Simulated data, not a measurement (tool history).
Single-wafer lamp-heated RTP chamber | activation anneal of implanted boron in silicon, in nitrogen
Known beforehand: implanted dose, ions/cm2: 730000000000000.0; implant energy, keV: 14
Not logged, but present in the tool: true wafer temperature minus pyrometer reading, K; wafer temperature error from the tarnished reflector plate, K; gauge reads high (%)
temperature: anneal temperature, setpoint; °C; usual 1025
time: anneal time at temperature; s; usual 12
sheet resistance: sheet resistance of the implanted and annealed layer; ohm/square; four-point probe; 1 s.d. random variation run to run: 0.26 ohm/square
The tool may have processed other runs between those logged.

run,day,temperature,time,wafers since the last listed run,wafers since the last pyrometer calibration,wafers since the reflector plate was cleaned,hours since the gauge calibration,"read-back reference wafer on the same gauge, sheet resistance",sheet resistance
1,0.000,1025,12,0,700,9671,184.6,138.96,172.91
2,0.271,1025,12,86,786,9757,191.1,138.93,173.26
3,0.533,1025,12,83,870,9841,197.4,139.01,172.74
4,0.975,1025,12,140,1010,9981,208.0,139.02,172.93
5,1.300,1025,12,103,1114,10085,215.8,139.04,172.62
6,1.738,1025,12,139,1253,10224,226.3,139.02,172.59
7,2.292,1007,12,176,1429,10400,239.6,139.00,174.52
8,2.883,1007,12,188,1617,10589,253.8,138.98,174.39
# day 3.312: pyrometer window cleaned and pyrometer calibrated
9,3.588,1025,12,117,86,10707,270.7,138.98,173.70
10,4.275,1025,12,218,305,10925,287.2,138.99,173.67
11,4.546,1025,12,86,391,11011,293.7,139.02,173.72
12,5.246,1025,12,222,614,11234,310.5,138.98,173.21
13,5.558,1025,8,99,714,11334,318.0,139.00,173.46
14,5.938,1025,8,120,834,11454,327.1,139.02,173.79
15,6.404,1025,12,148,983,11603,338.3,139.04,172.91
16,6.771,1025,12,116,1099,11719,347.1,139.03,172.78
17,7.517,1025,12,237,1337,11957,365.0,139.02,173.40
18,7.979,1016,5,147,1484,12104,376.1,138.96,174.71
# day 8.746: reflector plate cleaned
# day 8.812: pyrometer window cleaned and pyrometer calibrated
19,8.833,1053,5,145,6,6,396.6,139.03,172.99
20,9.717,1025,12,281,287,287,417.8,138.98,173.63
21,10.288,1046,9,181,469,469,431.5,138.97,172.38
# day 10.758: gauge calibrated
22,10.833,1025,5,173,643,643,1.8,138.95,174.33
23,11.292,996,5,145,789,789,12.8,139.00,181.12
24,11.600,1053,17,98,887,887,20.2,139.08,170.79
25,11.942,1006,14,108,995,995,28.4,139.04,175.21
26,12.421,1004,18,152,1148,1148,39.9,139.00,174.45
27,12.992,1003,10,181,1330,1330,53.6,138.99,175.66
28,13.642,998,6,206,1536,1536,69.2,138.94,177.75
# day 14.008: pyrometer window cleaned and pyrometer calibrated
29,14.212,1000,8,75,64,1612,82.9,139.02,180.03
30,14.617,1025,12,128,193,1741,92.6,139.05,173.43
31,15.254,1047,18,202,396,1943,107.9,139.00,171.02
32,15.821,1048,12,180,576,2124,121.5,138.97,171.97
33,16.504,999,6,217,793,2341,137.9,139.03,179.28
34,17.150,1025,12,205,999,2547,153.4,138.96,172.44
35,17.554,1044,7,128,1128,2675,163.1,138.94,172.67
36,17.846,1025,17,92,1220,2768,170.1,138.93,172.29
37,18.292,1047,15,141,1362,2910,180.8,139.02,171.00
# day 18.742: pyrometer window cleaned and pyrometer calibrated
38,18.762,1002,10,43,6,2954,192.1,139.04,178.74

Give the tool's hidden conditions for every run:
wafer temperature error from the tarnished reflector plate, K: 0 on each run
gauge reads high (%): 0 on each run
H1: true wafer temperature minus pyrometer reading, K
run,H1
1,6.78
2,7.42
3,8.03
4,9.06
5,9.82
6,10.8
7,12.1
8,13.5
9,0.775
10,2.38
11,3.02
12,4.66
13,5.39
14,6.28
15,7.37
16,8.23
17,9.97
18,11.1
19,2.19
20,4.25
21,5.59
22,6.87
23,7.94
24,8.66
25,9.46
26,10.6
27,11.9
28,13.4
29,1.65
30,2.6
31,4.09
32,5.42
33,7.01
34,8.53
35,9.47
36,10.2
37,11.2
38,0.356
